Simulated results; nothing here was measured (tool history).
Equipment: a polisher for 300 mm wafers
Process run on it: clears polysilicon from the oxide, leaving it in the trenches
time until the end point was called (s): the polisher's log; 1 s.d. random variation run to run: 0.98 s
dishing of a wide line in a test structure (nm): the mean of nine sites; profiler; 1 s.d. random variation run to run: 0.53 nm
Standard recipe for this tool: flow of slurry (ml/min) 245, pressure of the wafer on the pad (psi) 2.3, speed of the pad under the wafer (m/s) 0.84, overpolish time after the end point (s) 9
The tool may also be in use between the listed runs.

run	hour	flow of slurry (ml/min)	pressure of the wafer on the pad (psi)	speed of the pad under the wafer (m/s)	overpolish time after the end point (s)	incoming thickness of the incoming film, nm	time until the end point was called (s)	dishing of a wide line in a test structure (nm)
1	0.0	245	2.3	0.84	12	540.1	65.4	30.5
2	13.9	245	2.7	0.84	9	538.3	56.6	29.4
3	31.8	245	2.7	0.84	9	540.9	55.5	28.8
4	55.2	245	2.3	0.84	9	537.4	65.0	27.9
5	89.5	245	2.3	0.84	9	540.3	68.3	28.3
6	114.8	245	2.3	0.84	9	543.1	68.9	27.7
# hour 126.3: slurry nozzle cleaned
7	128.9	245	1.8	0.84	9	539.7	88.4	25.6
8	148.5	245	1.8	0.84	9	533.9	89.3	24.9
9	161.4	330	2.3	0.74	9	537.0	76.1	26.7
# hour 177.7: worn pad replaced by a new one
10	195.6	330	2.3	1.06	9	543.3	60.6	28.3
11	220.7	210	3.1	0.96	12	542.4	50.3	30.7
# hour 235.9: head pressure recalibrated
12	236.4	245	1.7	0.84	9	542.2	100.9	23.5
# hour 255.4: worn pad replaced by a new one, repeated, since the last time left the tool worse
13	259.4	245	2.3	0.84	9	540.5	64.1	28.6
14	287.8	245	2.1	0.74	9	546.5	79.9	26.2
15	305.5	245	2.3	0.64	8	542.6	84.0	24.5
16	321.1	210	2.9	0.74	14	544.7	60.4	31.3

Forecast each of these 5 alternatives for the next run:
A	321.5	245	2.3	0.84	9	540.2	?	?
B	321.5	285	2.3	0.74	9	540.2	?	?
C	321.5	245	2.3	1.04	7	540.2	?	?
D	321.5	245	1.8	0.94	9	540.2	?	?
E	321.5	330	3.0	0.84	12	540.2	?	?

run	time until the end point was called (s)	dishing of a wide line in a test structure (nm)
A	64.4	27.7
B	71.1	26.9
C	53.0	27.2
D	74.3	26.5
E	48.1	30.6
Stripped of hidden state, with their random variation kept, the same runs would have yielded:
run	time until the end point was called (s)	dishing of a wide line in a test structure (nm)
A	62.8	27.9
B	69.4	27.1
C	51.7	27.4
D	72.5	26.7
E	46.9	30.7

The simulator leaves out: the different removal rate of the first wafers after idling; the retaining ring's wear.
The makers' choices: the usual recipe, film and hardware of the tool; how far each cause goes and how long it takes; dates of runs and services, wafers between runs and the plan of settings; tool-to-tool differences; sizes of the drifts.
